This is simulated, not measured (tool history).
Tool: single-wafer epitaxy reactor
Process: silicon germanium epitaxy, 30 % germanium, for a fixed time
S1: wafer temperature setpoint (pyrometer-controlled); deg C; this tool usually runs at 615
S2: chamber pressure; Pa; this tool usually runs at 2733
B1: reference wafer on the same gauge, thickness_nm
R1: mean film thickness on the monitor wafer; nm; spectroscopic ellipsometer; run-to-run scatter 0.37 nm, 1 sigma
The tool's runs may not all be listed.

run	hour	S1	S2	B1	R1
1	0	623	2733	79.968	78.751
2	13.4	603	2733	79.969	57.363
3	23.7	615	2360	79.973	65.585
4	36.8	615	2360	80.145	65.613
5	44.9	615	2733	80.036	69.613
# hour 75.1: pyrometer calibrated
6	90.3	615	2733	80.032	73.72
7	101.4	615	2733	80.035	73.507
8	118.2	615	2733	80.05	73.461
9	125.4	604	2520	80.003	59.877
# hour 132.1: gauge calibrated
10	139	605	2733	79.98	62.187
# hour 156.3: capacitance manometer re-zeroed and calibrated
# hour 157.5: showerhead replaced, of another model than before
11	158	628	2733	79.94	87.644
12	164	615	2733	79.891	71.913
13	173.3	607	2946	80.107	64.987
14	184.3	620	2933	79.895	79.724
15	232.8	615	2320	80.149	69.402
16	247.2	625	2733	79.942	83.445

Alternative continuations, all from the tool just after run 16; predict every row:
A	247.6	615	2733	?	?
B	247.6	606	2400	?	?
C	247.6	602	2933	?	?
D	247.6	625	2200	?	?
E	247.6	627	2733	?	?

run	B1	R1
A	80.055	72.123
B	80.055	60.765
C	80.055	59.672
D	80.055	80.271
E	80.055	86.829
Take away the tool's hidden state, keep each run's random variation, and the runs would have read:
run	R1
A	76.312
B	64.36
C	63.232
D	84.839
E	91.751
